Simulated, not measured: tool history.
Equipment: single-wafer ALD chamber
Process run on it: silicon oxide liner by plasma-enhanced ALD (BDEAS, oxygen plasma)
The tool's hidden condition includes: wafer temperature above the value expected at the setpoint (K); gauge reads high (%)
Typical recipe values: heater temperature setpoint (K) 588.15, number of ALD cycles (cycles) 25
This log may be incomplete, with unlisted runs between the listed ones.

run    hour  heater temperature setpoint (K)  number of ALD cycles (cycles)  wafers since the last listed run  hours since the last thermocouple change  hours since the gauge calibration  read-back reference wafer on the same gauge, thickness_nm  mean film thickness on the monitor wafer (angstrom)
  1       0                           588.15                             29                                 0                                     795.7                              253.5                                                      2.268                                                25.11
  2    69.8                           588.15                             29                               853                                     865.5                              323.3                                                      2.269                                                25.08
  3   102.6                           588.15                             29                               400                                     898.3                              356.1                                                      2.269                                                25.02
  4   134.3                           578.15                             25                               387                                       930                              387.8                                                      2.269                                                21.82
  5   197.6                           588.15                             28                               773                                     993.3                              451.1                                                      2.271                                                23.99
  6   250.5                           588.15                             28                               646                                    1046.2                                504                                                      2.267                                                24.12
  7   286.1                           577.15                             25                               435                                    1081.8                              539.6                                                      2.271                                                21.93
  8   350.3                           577.15                             25                               784                                      1146                              603.8                                                      2.271                                                 21.9
  9   401.7                           577.15                             25                               628                                    1197.4                              655.2                                                      2.271                                                21.96
 10   466.7                           588.15                             25                               794                                    1262.4                              720.2                                                      2.269                                                 21.6
 11   520.8                           588.15                             25                               661                                    1316.5                              774.3                                                      2.271                                                21.52
 12   585.9                           588.15                             25                               795                                    1381.6                              839.4                                                      2.269                                                21.52
 13   654.4                           596.15                             27                               837                                    1450.1                              907.9                                                      2.269                                                23.09
      702.1  -- gauge calibrated
 14   714.3                           579.15                             28                               732                                      1510                               12.2                                                       2.27                                                24.51
 15   778.1                           598.15                             25                               779                                    1573.8                                 76                                                      2.269                                                21.41
 16     806                           592.15                             25                               341                                    1601.7                              103.9                                                      2.271                                                21.53
 17   846.8                           588.15                             25                               498                                    1642.5                              144.7                                                      2.272                                                21.56
      873.7  -- thermocouple changed; heater temperature recalibrated
 18   886.8                           578.15                             23                               391                                      13.1                              184.7                                                      2.268                                                20.18
 19   929.7                           582.15                             29                               524                                        56                              227.6                                                      2.272                                                25.19
 20   976.1                           580.15                             30                               567                                     102.4                                274                                                      2.268                                                26.05
 21  1026.2                           576.15                             22                               612                                     152.5                              324.1                                                       2.27                                                19.25
 22  1056.4                           574.15                             21                               369                                     182.7                              354.3                                                      2.269                                                18.39
 23  1083.6                           596.15                             22                               332                                     209.9                              381.5                                                      2.272                                                18.84
 24  1131.9                           599.15                             26                               590                                     258.2                              429.8                                                      2.271                                                22.26
 25  1187.2                           575.15                             25                               675                                     313.5                              485.1                                                      2.269                                                21.92
 26  1233.7                           595.15                             20                               568                                       360                              531.6                                                      2.269                                                17.17
 27  1291.4                           592.15                             27                               705                                     417.7                              589.3                                                       2.27                                                23.14
 28  1318.8                           598.15                             21                               334                                     445.1                              616.7                                                      2.271                                                17.98
 29  1358.4                           580.15                             22                               484                                     484.7                              656.3                                                      2.271                                                19.15
 30    1396                           580.15                             25                               459                                     522.3                              693.9                                                       2.27                                                21.78
 31  1433.6                           588.15                             25                               459                                     559.9                              731.5                                                       2.27                                                21.57
 32    1499                           588.15                             25                               799                                     625.3                              796.9                                                      2.271                                                21.64

Take each entry between the runs: how does the hidden state at the last listed run before it differ from the hidden state at the first listed run after it?
Logged between run 13 and run 14: gauge calibrated (hour 702.1)
  nothing in the hidden state changes from one run to the other
Logged between run 17 and run 18: thermocouple changed; heater temperature recalibrated (hour 873.7)
  nothing in the hidden state changes from one run to the other

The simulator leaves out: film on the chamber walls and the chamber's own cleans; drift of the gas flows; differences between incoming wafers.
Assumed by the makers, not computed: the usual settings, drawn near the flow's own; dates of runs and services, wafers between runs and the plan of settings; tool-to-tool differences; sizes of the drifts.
